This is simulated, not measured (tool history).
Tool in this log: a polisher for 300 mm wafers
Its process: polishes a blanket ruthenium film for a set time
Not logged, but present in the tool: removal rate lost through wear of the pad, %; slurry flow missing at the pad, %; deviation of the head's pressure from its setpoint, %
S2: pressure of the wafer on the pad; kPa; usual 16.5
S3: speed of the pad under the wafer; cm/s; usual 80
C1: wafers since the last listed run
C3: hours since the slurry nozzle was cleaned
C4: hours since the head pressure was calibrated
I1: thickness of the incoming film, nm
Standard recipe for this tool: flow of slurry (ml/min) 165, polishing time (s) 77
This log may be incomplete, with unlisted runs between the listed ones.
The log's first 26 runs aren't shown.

-- hour=307.3 worn pad replaced by a new one
run 27 hour=307.8 | flow_of_slurry_(ml/min)=165 S2=16.5 S3=80 polishing_time_(s)=77 | C1=74 wafers_polished_on_this_pad=5 C3=45.9 C4=11.3 | I1=604.4 | film_removed_(angstrom)=848
run 28 hour=318.9 | flow_of_slurry_(ml/min)=165 S2=16.5 S3=80 polishing_time_(s)=55 | C1=122 wafers_polished_on_this_pad=127 C3=57 C4=22.4 | I1=610.9 | film_removed_(angstrom)=621
run 29 hour=328.6 | flow_of_slurry_(ml/min)=165 S2=16.5 S3=80 polishing_time_(s)=77 | C1=106 wafers_polished_on_this_pad=234 C3=66.7 C4=32.1 | I1=613.7 | film_removed_(angstrom)=862
run 30 hour=343.4 | flow_of_slurry_(ml/min)=165 S2=16.5 S3=80 polishing_time_(s)=77 | C1=162 wafers_polished_on_this_pad=396 C3=81.5 C4=46.9 | I1=613.2 | film_removed_(angstrom)=869
run 31 hour=361 | flow_of_slurry_(ml/min)=150 S2=11.7 S3=68 polishing_time_(s)=60 | C1=193 wafers_polished_on_this_pad=590 C3=99.1 C4=64.5 | I1=599.5 | film_removed_(angstrom)=458
run 32 hour=376.8 | flow_of_slurry_(ml/min)=165 S2=14.5 S3=96 polishing_time_(s)=91 | C1=173 wafers_polished_on_this_pad=764 C3=114.9 C4=80.3 | I1=610.5 | film_removed_(angstrom)=1137
run 33 hour=384.9 | flow_of_slurry_(ml/min)=165 S2=16.5 S3=80 polishing_time_(s)=77 | C1=89 wafers_polished_on_this_pad=853 C3=123 C4=88.4 | I1=605.4 | film_removed_(angstrom)=862
run 34 hour=399.3 | flow_of_slurry_(ml/min)=220 S2=16.5 S3=66 polishing_time_(s)=55 | C1=158 wafers_polished_on_this_pad=1011 C3=137.4 C4=102.8 | I1=610.6 | film_removed_(angstrom)=527
-- hour=411 worn pad replaced by a new one
run 35 hour=413 | flow_of_slurry_(ml/min)=165 S2=16.5 S3=66 polishing_time_(s)=95 | C1=106 wafers_polished_on_this_pad=22 C3=151.1 C4=116.5 | I1=603.5 | film_removed_(angstrom)=884
run 36 hour=420.6 | flow_of_slurry_(ml/min)=165 S2=16.5 S3=92 polishing_time_(s)=94 | C1=83 wafers_polished_on_this_pad=105 C3=158.7 C4=124.1 | I1=617 | film_removed_(angstrom)=1214

Predict each of these 3 candidate next runs independently; none follows another, all start after run 36:
run A hour=421.1 | flow_of_slurry_(ml/min)=165 S2=16.5 S3=80 polishing_time_(s)=59 | C1=5 wafers_polished_on_this_pad=111 C3=159.2 C4=124.6 | I1=616 | film_removed_(angstrom)=?
run B hour=421.1 | flow_of_slurry_(ml/min)=165 S2=11.7 S3=80 polishing_time_(s)=100 | C1=5 wafers_polished_on_this_pad=111 C3=159.2 C4=124.6 | I1=616 | film_removed_(angstrom)=?
run C hour=421.1 | flow_of_slurry_(ml/min)=130 S2=20 S3=66 polishing_time_(s)=88 | C1=5 wafers_polished_on_this_pad=111 C3=159.2 C4=124.6 | I1=616 | film_removed_(angstrom)=?

run=A film_removed_(angstrom)=656
run=B film_removed_(angstrom)=908
run=C film_removed_(angstrom)=869
The same runs, with their run-to-run variation unchanged, on a tool lacking any hidden condition would have given:
run=A film_removed_(angstrom)=666
run=B film_removed_(angstrom)=922
run=C film_removed_(angstrom)=882
